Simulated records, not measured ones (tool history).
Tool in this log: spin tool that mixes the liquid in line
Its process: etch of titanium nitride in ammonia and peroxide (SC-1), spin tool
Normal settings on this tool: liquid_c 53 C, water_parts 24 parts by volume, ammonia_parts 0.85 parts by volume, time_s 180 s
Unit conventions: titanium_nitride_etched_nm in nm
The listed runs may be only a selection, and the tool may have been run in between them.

| run | day | liquid_c | water_parts | ammonia_parts | time_s | wafers since the last listed run | hours since the thermometer was replaced | hours since the ammonia flow meter was replaced | hours since the heated supply line was repaired | hours since the drum of ammonia solution was connected | hours since the gauge calibration | read-back film thickness of the titanium nitride reference wafer, read on the same gauge (nm) | titanium_nitride_etched_nm |
|---|---|---|---|---|---|---|---|---|---|---|---|---|---|
| 1 | 0 | 53 | 24 | 0.85 | 180 | 0 | 412.8 | 700.6 | 223.9 | 444.9 | 590.2 | 80 | 4.98 |
| 2 | 1.954 | 47.5 | 24 | 0.85 | 180 | 352 | 459.7 | 747.5 | 270.8 | 491.8 | 637.1 | 80.01 | 3.42 |
| 3 | 5.333 | 53 | 24 | 0.85 | 180 | 609 | 540.8 | 828.6 | 351.9 | 572.9 | 718.2 | 80.02 | 4.99 |
| 4 | 7.883 | 58 | 32 | 0.6 | 180 | 460 | 602 | 889.8 | 413.1 | 634.1 | 779.4 | 80 | 5.62 |
| 5 | 11.571 | 60.5 | 32.5 | 0.65 | 235 | 665 | 690.5 | 978.3 | 501.6 | 722.6 | 867.9 | 79.98 | 8.71 |
| 6 | 14.404 | 53 | 24 | 0.85 | 180 | 511 | 758.5 | 1046.3 | 569.6 | 790.6 | 935.9 | 80 | 5.03 |
| 7 | 15.988 | 53 | 34 | 1.05 | 180 | 285 | 796.5 | 1084.3 | 607.6 | 828.6 | 973.9 | 80.01 | 4.28 |
| 8 | 19.112 | 53 | 24 | 0.85 | 260 | 563 | 871.5 | 1159.3 | 682.6 | 903.6 | 1048.9 | 79.97 | 7.34 |
| 9 | 22.35 | 53 | 24 | 0.85 | 180 | 584 | 949.2 | 1237 | 760.3 | 981.3 | 1126.6 | 80.02 | 5.03 |
| 10 | 25.142 | 53 | 24 | 0.85 | 180 | 503 | 1016.2 | 1304 | 827.3 | 1048.3 | 1193.6 | 80 | 5.03 |
| 11 | 29.467 | 53 | 24 | 1.15 | 180 | 780 | 1120 | 1407.8 | 931.1 | 1152.1 | 1297.4 | 79.99 | 5.38 |
| 12 | 32.896 | 44.5 | 13.5 | 0.55 | 130 | 618 | 1202.3 | 1490.1 | 1013.4 | 1234.4 | 1379.7 | 79.97 | 2.55 |
|  | 34.808 | ammonia flow meter replaced |
| 13 | 35.142 | 58.5 | 33 | 1.15 | 180 | 397 | 1256.2 | 8 | 1067.3 | 1288.3 | 1433.6 | 79.96 | 6.4 |
|  | 36.921 | new drum of ammonia solution connected |
| 14 | 38.129 | 53 | 15 | 1.05 | 180 | 531 | 1327.9 | 79.7 | 1139 | 29 | 1505.3 | 80.02 | 6.77 |
| 15 | 45.754 | 53 | 24 | 0.85 | 180 | 1375 | 1510.9 | 262.7 | 1322 | 212 | 1688.3 | 79.98 | 5.12 |
| 16 | 49.654 | 53 | 24 | 1.05 | 180 | 703 | 1604.5 | 356.3 | 1415.6 | 305.6 | 1781.9 | 79.97 | 5.18 |
| 17 | 53.062 | 45.5 | 24 | 0.85 | 90 | 614 | 1686.3 | 438.1 | 1497.4 | 387.4 | 1863.7 | 79.99 | 1.49 |
| 18 | 55.238 | 53 | 24 | 0.85 | 180 | 392 | 1738.5 | 490.3 | 1549.6 | 439.6 | 1915.9 | 80 | 5.12 |
|  | 58.233 | gauge calibrated |
| 19 | 59.158 | 53 | 20 | 1.1 | 260 | 707 | 1832.6 | 584.4 | 1643.7 | 533.7 | 22.2 | 79.99 | 8.46 |
| 20 | 61.017 | 53 | 24 | 0.85 | 180 | 335 | 1877.2 | 629 | 1688.3 | 578.3 | 66.8 | 79.99 | 5.08 |
| 21 | 63.967 | 46.5 | 16.5 | 0.85 | 145 | 532 | 1948 | 699.8 | 1759.1 | 649.1 | 137.6 | 80 | 3.15 |
|  | 65.371 | thermometer replaced |
| 22 | 66.667 | 57.5 | 12.5 | 1.2 | 180 | 479 | 31.1 | 764.6 | 1823.9 | 713.9 | 202.4 | 80 | 10.31 |
| 23 | 70.454 | 53 | 13 | 0.65 | 180 | 683 | 122 | 855.5 | 1914.8 | 804.8 | 293.3 | 80 | 6.82 |
| 24 | 72.533 | 53 | 16.5 | 0.85 | 180 | 375 | 171.9 | 905.4 | 1964.7 | 854.7 | 343.2 | 79.99 | 6.15 |

Here are 4 independent what-if runs from the current tool condition. What would each one return?
| A | 72.554 | 53 | 24 | 0.85 | 180 | 3 | 172.4 | 905.9 | 1965.2 | 855.2 | 343.7 | ? | ? |
| B | 72.554 | 44.5 | 24 | 0.85 | 180 | 3 | 172.4 | 905.9 | 1965.2 | 855.2 | 343.7 | ? | ? |
| C | 72.554 | 56 | 24 | 0.85 | 180 | 3 | 172.4 | 905.9 | 1965.2 | 855.2 | 343.7 | ? | ? |
| D | 72.554 | 53 | 33.5 | 0.85 | 180 | 3 | 172.4 | 905.9 | 1965.2 | 855.2 | 343.7 | ? | ? |

| run | read-back film thickness of the titanium nitride reference wafer, read on the same gauge (nm) | titanium_nitride_etched_nm |
|---|---|---|
| A | 80.01 | 5 |
| B | 80.01 | 2.75 |
| C | 80.01 | 6.12 |
| D | 80.01 | 4.14 |
Stripped of hidden state, with their random variation kept, the same runs would have yielded:
| run | titanium_nitride_etched_nm |
|---|---|
| A | 5 |
| B | 2.75 |
| C | 6.12 |
| D | 4.14 |
